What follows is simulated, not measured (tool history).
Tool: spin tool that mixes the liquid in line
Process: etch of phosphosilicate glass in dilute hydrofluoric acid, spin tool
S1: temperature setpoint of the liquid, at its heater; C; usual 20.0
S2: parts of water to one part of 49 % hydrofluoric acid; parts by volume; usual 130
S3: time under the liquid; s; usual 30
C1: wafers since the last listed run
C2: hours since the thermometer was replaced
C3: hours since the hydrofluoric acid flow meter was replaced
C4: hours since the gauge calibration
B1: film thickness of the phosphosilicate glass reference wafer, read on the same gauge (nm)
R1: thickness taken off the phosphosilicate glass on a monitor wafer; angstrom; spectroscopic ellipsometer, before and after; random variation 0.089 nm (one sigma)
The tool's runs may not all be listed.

run    hour    S1   S2  S3    C1      C2     C3     C4     B1     R1
  1     0.0  17.0  130  30     0  1517.8  538.2  486.3  60.01  160.8
       23.0  -- hydrofluoric acid flow meter replaced
  2    49.5  17.0  130  30   685  1567.3   26.5  535.8  60.01  154.4
  3   325.8  17.0  130  30  3906  1843.6  302.8  812.1  60.01  158.7
  4   432.5  20.0  130  30  1508  1950.3  409.5  918.8  59.98  182.4
      495.4  -- gauge calibrated
  5   503.6  20.0  130  30  1005  2021.4  480.6    8.2  60.02  183.1
      560.2  -- hydrofluoric acid flow meter replaced
  6   606.6  20.0  130  30  1442  2124.4   46.4  111.2  60.01  176.2
  7   681.9  20.0  130  30  1064  2199.7  121.7  186.5  60.00  174.9
      782.7  -- thermometer replaced
  8   783.7  20.0  145  30  1425     1.0  223.5  288.3  60.01  158.0
  9   867.4  24.5  130  20  1183    84.7  307.2  372.0  60.01  142.2
 10  1142.0  20.0  130  30  3882   359.3  581.8  646.6  59.99  184.5
 11  1227.5  17.0  130  30  1208   444.8  667.3  732.1  60.00  165.5
     1242.8  -- hydrofluoric acid flow meter replaced
 12  1286.2  24.0  130  15   815   503.5   43.4  790.8  60.01  101.6
     1314.2  -- gauge calibrated
 13  1331.2  20.0  130  30   636   548.5   88.4   17.0  60.01  174.8
 14  1482.2  20.0   95  30  2135   699.5  239.4  168.0  60.02  250.6
 15  1537.7  20.0  145  30   784   755.0  294.9  223.5  60.00  158.9
 16  1585.0  24.0  130  30   668   802.3  342.2  270.8  60.00  211.8
 17  1646.8  20.0  160  20   873   864.1  404.0  332.6  60.01   94.8

Some steps in R1 between neighbouring runs. How much of each would the tool show without its hidden state too (settings, what came in, random variation), and how much is left for the hidden state, with any gauge scatter that isn't in both results?
The hidden state here: liquid hotter than its thermometer reads (K); hydrofluoric acid flow above the setpoint (%); gauge reads high (%).
Run 11 -> 12: S1 17.0 -> 24.0, S3 30 -> 15, hydrofluoric acid flow meter replaced. R1 -63.9 angstrom: hidden state -12.2, all else -51.7.
Run 16 -> 17: S1 24.0 -> 20.0, S2 130 -> 160, S3 30 -> 20. R1 -117.0 angstrom: hidden state -4.2, all else -112.8.
